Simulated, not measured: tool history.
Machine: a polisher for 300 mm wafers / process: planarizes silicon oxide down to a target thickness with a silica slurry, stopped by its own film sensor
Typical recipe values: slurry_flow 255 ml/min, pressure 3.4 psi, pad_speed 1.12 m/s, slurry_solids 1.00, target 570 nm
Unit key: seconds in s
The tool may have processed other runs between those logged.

run	hour	slurry_flow	pressure	pad_speed	slurry_solids	target	incoming thickness of the incoming film, nm	seconds
1	0.0	255	3.4	1.12	0.90	554	776.9	100.9
# hour 22.8: slurry blender recalibrated
# hour 24.3: worn pad replaced by a new one
2	24.8	255	3.4	1.12	0.85	570	768.1	91.0
3	38.8	255	3.4	1.46	1.00	570	779.7	74.9
4	61.6	285	4.6	1.12	0.80	598	767.9	59.3
5	77.8	255	3.4	1.12	1.00	570	773.1	88.9
# hour 133.2: conditioning disc replaced and pad reconditioned
6	136.7	255	3.4	1.28	1.00	570	770.1	77.4
7	169.6	255	3.4	1.12	1.00	570	769.3	87.3
8	195.6	305	3.4	1.44	1.20	570	758.1	61.5
9	220.6	255	4.4	1.12	1.00	570	781.1	71.7
10	234.6	255	3.4	1.12	1.20	570	770.6	80.9
# hour 250.6: worn pad replaced by a new one
# hour 254.8: slurry blender recalibrated
11	255.4	165	3.4	1.32	1.20	570	761.1	76.0
12	277.4	285	4.6	1.12	0.80	598	761.7	58.5
13	308.3	205	3.4	1.12	1.00	505	758.5	118.4
14	331.4	255	3.4	1.12	1.25	545	767.6	93.2
# hour 344.1: conditioning disc replaced and pad reconditioned
15	352.0	255	3.4	1.12	1.00	570	777.6	93.3
16	375.4	255	3.4	1.12	1.00	570	762.9	89.6
# hour 391.3: head pressure recalibrated
# hour 399.8: slurry nozzle cleaned
17	400.3	255	3.9	1.12	1.00	570	752.0	67.5
18	427.1	255	3.4	1.12	1.00	570	771.4	88.2
19	457.2	255	3.4	0.80	1.00	570	764.9	110.2
20	476.3	340	3.0	1.12	1.15	570	770.2	90.2
# hour 486.8: slurry blender recalibrated
# hour 517.4: worn pad replaced by a new one
21	580.4	330	4.5	1.12	1.00	570	764.8	62.0
# hour 595.8: conditioning disc replaced and pad reconditioned
22	599.2	255	3.4	1.24	1.00	570	776.5	84.3
23	635.1	255	2.7	1.12	1.00	570	782.1	114.4
24	651.7	255	4.0	1.12	1.00	570	770.0	74.0
25	668.3	215	3.4	1.12	1.00	521	764.4	111.3

4 ways to go on from here, each from the tool as it stands after run 25. What would each give?
A	668.8	255	3.4	0.82	1.00	570	762.7	?
B	668.8	225	3.4	1.12	0.80	570	762.7	?
C	668.8	255	3.4	0.80	1.10	570	762.7	?
D	668.8	255	3.4	1.12	1.00	609	762.7	?

run	seconds
A	109.9
B	96.5
C	107.8
D	68.3
Take away the tool's hidden state, keep each run's random variation, and the runs would have read:
run	seconds
A	105.7
B	92.3
C	103.7
D	65.7

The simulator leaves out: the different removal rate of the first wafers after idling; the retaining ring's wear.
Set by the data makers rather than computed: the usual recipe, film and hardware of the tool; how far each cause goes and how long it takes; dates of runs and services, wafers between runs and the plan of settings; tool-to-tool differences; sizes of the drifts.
